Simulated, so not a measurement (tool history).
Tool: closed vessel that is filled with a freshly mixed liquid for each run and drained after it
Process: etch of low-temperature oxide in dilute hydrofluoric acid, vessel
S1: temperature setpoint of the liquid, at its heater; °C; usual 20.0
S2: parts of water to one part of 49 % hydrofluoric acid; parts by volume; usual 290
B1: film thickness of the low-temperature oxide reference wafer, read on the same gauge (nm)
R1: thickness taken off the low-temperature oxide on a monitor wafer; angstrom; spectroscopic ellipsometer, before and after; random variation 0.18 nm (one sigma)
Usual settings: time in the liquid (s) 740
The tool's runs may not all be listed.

run 1 hour=0.0 | S1=19.0 S2=365 time_in_the_liquid_(s)=740 | B1=150.02 | R1=334.3
run 2 hour=21.8 | S1=19.0 S2=365 time_in_the_liquid_(s)=740 | B1=150.03 | R1=336.9
run 3 hour=56.3 | S1=19.0 S2=365 time_in_the_liquid_(s)=740 | B1=150.02 | R1=336.8
run 4 hour=90.0 | S1=20.0 S2=290 time_in_the_liquid_(s)=740 | B1=149.99 | R1=471.0
run 5 hour=118.4 | S1=23.5 S2=290 time_in_the_liquid_(s)=740 | B1=150.02 | R1=532.6
-- hour=135.9 hydrofluoric acid flow meter replaced
run 6 hour=144.8 | S1=23.5 S2=290 time_in_the_liquid_(s)=740 | B1=150.00 | R1=533.4
run 7 hour=163.5 | S1=20.0 S2=290 time_in_the_liquid_(s)=740 | B1=149.98 | R1=473.1
run 8 hour=185.7 | S1=25.0 S2=205 time_in_the_liquid_(s)=340 | B1=150.01 | R1=399.2
-- hour=192.6 gauge calibrated
run 9 hour=221.6 | S1=21.5 S2=435 time_in_the_liquid_(s)=630 | B1=150.01 | R1=247.8
run 10 hour=241.3 | S1=17.0 S2=220 time_in_the_liquid_(s)=880 | B1=150.01 | R1=706.4
run 11 hour=268.1 | S1=20.0 S2=290 time_in_the_liquid_(s)=740 | B1=149.99 | R1=476.9
-- hour=269.5 thermometer replaced
run 12 hour=291.1 | S1=23.5 S2=290 time_in_the_liquid_(s)=740 | B1=150.02 | R1=505.6
run 13 hour=312.8 | S1=20.0 S2=290 time_in_the_liquid_(s)=565 | B1=150.01 | R1=341.7
run 14 hour=346.8 | S1=20.0 S2=220 time_in_the_liquid_(s)=525 | B1=150.00 | R1=446.7
run 15 hour=373.7 | S1=20.0 S2=355 time_in_the_liquid_(s)=510 | B1=149.95 | R1=239.5

What the log doesn't show, run by run:
hydrofluoric acid flow above the setpoint (%): 0 in every run
gauge reads high (%): 0 in every run
H1: liquid hotter than its thermometer reads (K)
run=1 H1=1.57
run=2 H1=1.61
run=3 H1=1.67
run=4 H1=1.72
run=5 H1=1.77
run=6 H1=1.82
run=7 H1=1.85
run=8 H1=1.88
run=9 H1=1.95
run=10 H1=1.98
run=11 H1=2.02
run=12 H1=0.392
run=13 H1=0.429
run=14 H1=0.486
run=15 H1=0.531

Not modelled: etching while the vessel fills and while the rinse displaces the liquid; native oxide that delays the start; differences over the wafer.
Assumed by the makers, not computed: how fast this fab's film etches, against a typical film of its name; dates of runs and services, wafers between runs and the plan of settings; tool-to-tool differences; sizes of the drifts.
